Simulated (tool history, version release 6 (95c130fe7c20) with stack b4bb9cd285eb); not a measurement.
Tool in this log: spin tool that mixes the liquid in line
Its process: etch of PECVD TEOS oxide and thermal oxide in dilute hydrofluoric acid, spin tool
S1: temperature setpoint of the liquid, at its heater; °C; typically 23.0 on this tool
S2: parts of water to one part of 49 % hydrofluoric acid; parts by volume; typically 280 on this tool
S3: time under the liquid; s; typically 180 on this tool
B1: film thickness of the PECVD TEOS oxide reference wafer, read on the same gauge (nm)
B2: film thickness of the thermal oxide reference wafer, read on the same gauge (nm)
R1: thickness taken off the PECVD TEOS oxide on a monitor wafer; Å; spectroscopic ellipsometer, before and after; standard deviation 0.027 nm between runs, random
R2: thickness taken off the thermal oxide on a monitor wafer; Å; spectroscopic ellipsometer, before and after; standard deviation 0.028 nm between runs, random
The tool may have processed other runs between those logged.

run   hour    S1   S2   S3     B1      B2     R1     R2
  1    0.0  23.0  280  180  49.99  60.010   73.4  21.18
  2   33.4  23.0  280  180  50.02  59.989   73.2  22.01
  3   53.9  23.0  280  180  49.97  59.983   73.2  21.62
      56.0  -- gauge calibrated
  4   69.7  23.0  280  240  49.99  60.013   97.4  28.99
  5   90.4  23.0  280  240  50.00  59.995   97.8  27.89
  6  124.4  23.0  280  180  49.97  59.988   72.8  21.79
  7  136.6  23.0  280  180  49.99  59.948   73.1  21.26
  8  150.1  23.0  340  210  50.00  60.023   66.2  19.52
  9  185.5  27.0  280  180  50.02  59.998   84.5  24.59
 10  218.1  25.0  365  180  50.02  59.994   55.0  15.90
     225.4  -- hydrofluoric acid flow meter replaced
 11  233.6  19.0  215  180  50.02  59.992   86.3  25.33
 12  268.5  23.0  280  180  50.02  60.013   72.4  21.12
     293.0  -- thermometer replaced
 13  304.0  23.0  220  180  49.99  60.009  103.7  30.40
 14  324.6  21.0  400  180  50.00  59.999   44.9  13.37
 15  350.6  18.0  150  130  50.03  60.013   96.9  28.47
 16  385.4  23.0  385  180  50.01  60.007   50.2  15.06
 17  427.8  20.5  280  215  50.01  60.013   82.8  24.71
 18  441.5  18.0  280  180  49.97  59.993   63.5  18.21
 19  477.4  25.5  280  180  50.03  60.026   83.0  23.89
 20  490.4  27.0  420  210  49.96  60.018   59.0  17.60
 21  507.7  23.0  280  135  49.97  60.007   56.8  16.47
     517.8  -- gauge calibrated
 22  539.1  19.0  280  180  50.00  60.017   65.1  19.51
 23  560.0  25.0  160  270  49.99  59.990  241.8  70.53
 24  578.6  23.0  280  240  50.01  59.966  100.9  29.70
 25  612.6  27.5  280  180  49.96  59.993   88.5  26.08

Predict each of these 5 candidate next runs independently; none follows another, all start after run 25:
  A  613.1  23.0  280  180   ?   ?   ?   ?
  B  613.1  26.5  180  145   ?   ?   ?   ?
  C  613.1  25.0  180  275   ?   ?   ?   ?
  D  613.1  23.0  395  100   ?   ?   ?   ?
  E  613.1  28.0  155  225   ?   ?   ?   ?

run     B1      B2     R1     R2
  A  49.97  60.031   75.5  22.08
  B  49.97  60.031  119.2  34.87
  C  49.97  60.031  213.9  62.56
  D  49.97  60.031   26.8   7.83
  E  49.97  60.031  233.9  68.39
Had the tool no hidden state, the same runs would have come out as:
run     R1     R2
  A   77.3  22.61
  B  122.2  35.73
  C  219.3  64.14
  D   27.4   8.01
  E  239.7  70.09
